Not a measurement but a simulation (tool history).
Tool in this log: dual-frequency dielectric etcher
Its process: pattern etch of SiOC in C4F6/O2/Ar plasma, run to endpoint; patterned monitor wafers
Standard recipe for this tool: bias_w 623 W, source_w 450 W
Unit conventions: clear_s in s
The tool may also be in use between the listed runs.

run,day,bias_w,source_w,"incoming incoming film thickness, nm",clear_s
1,0.000,674,420,37.28,11.8
2,0.788,623,450,37.02,11.8
3,1.429,623,450,37.24,11.9
4,2.404,623,450,36.81,11.6
5,3.867,700,450,37.20,11.4
6,4.450,700,450,36.83,11.2
7,5.642,700,450,37.21,11.3
8,6.821,623,450,37.15,11.7
9,8.288,623,450,36.86,11.6
10,8.875,623,450,36.73,11.6
# day 10.267: bias power generator calibrated
# day 10.500: wet clean of the chamber
11,10.521,712,450,36.94,11.4
12,10.896,712,450,37.19,11.4
13,11.475,623,450,36.82,11.8
# day 13.304: upper electrode replaced
14,13.325,623,450,37.41,11.9
15,13.338,623,450,37.24,11.9
16,14.479,623,480,36.78,11.4
17,15.008,559,410,36.59,12.5
18,16.454,623,450,36.94,11.7
19,16.967,679,510,36.83,10.9
20,17.471,623,450,37.19,11.8
21,18.071,623,450,36.87,11.6
22,19.217,623,410,36.62,12.0
23,20.179,664,480,37.17,11.2
24,21.546,552,420,36.74,12.4
25,22.933,623,530,36.67,10.9
# day 23.250: source power generator calibrated
26,24.379,735,480,37.26,10.8
27,25.525,623,510,36.66,11.0
28,27.038,623,450,37.03,11.6
29,28.046,542,410,36.95,12.5
30,29.146,550,450,36.96,12.0
# day 30.921: wet clean of the chamber
31,30.942,716,510,36.89,10.9
32,31.375,727,390,36.84,11.9
33,32.083,754,360,36.69,12.0

What was the tool's hidden state at every run in the log?
bias power that arrives over what is set, %: 0 in every run
source power that arrives over what is set, %: 0 in every run
H1: etch rate over this chamber's usual, %
run,H1
1,1.08
2,1.19
3,1.27
4,1.4
5,1.6
6,1.68
7,1.84
8,2
9,2.2
10,2.28
11,0.463
12,0.514
13,0.592
14,0.843
15,0.845
16,0.999
17,1.07
18,1.27
19,1.34
20,1.4
21,1.49
22,1.64
23,1.77
24,1.96
25,2.14
26,2.34
27,2.49
28,2.7
29,2.84
30,2.98
31,-0.0828
32,-0.0242
33,0.0717

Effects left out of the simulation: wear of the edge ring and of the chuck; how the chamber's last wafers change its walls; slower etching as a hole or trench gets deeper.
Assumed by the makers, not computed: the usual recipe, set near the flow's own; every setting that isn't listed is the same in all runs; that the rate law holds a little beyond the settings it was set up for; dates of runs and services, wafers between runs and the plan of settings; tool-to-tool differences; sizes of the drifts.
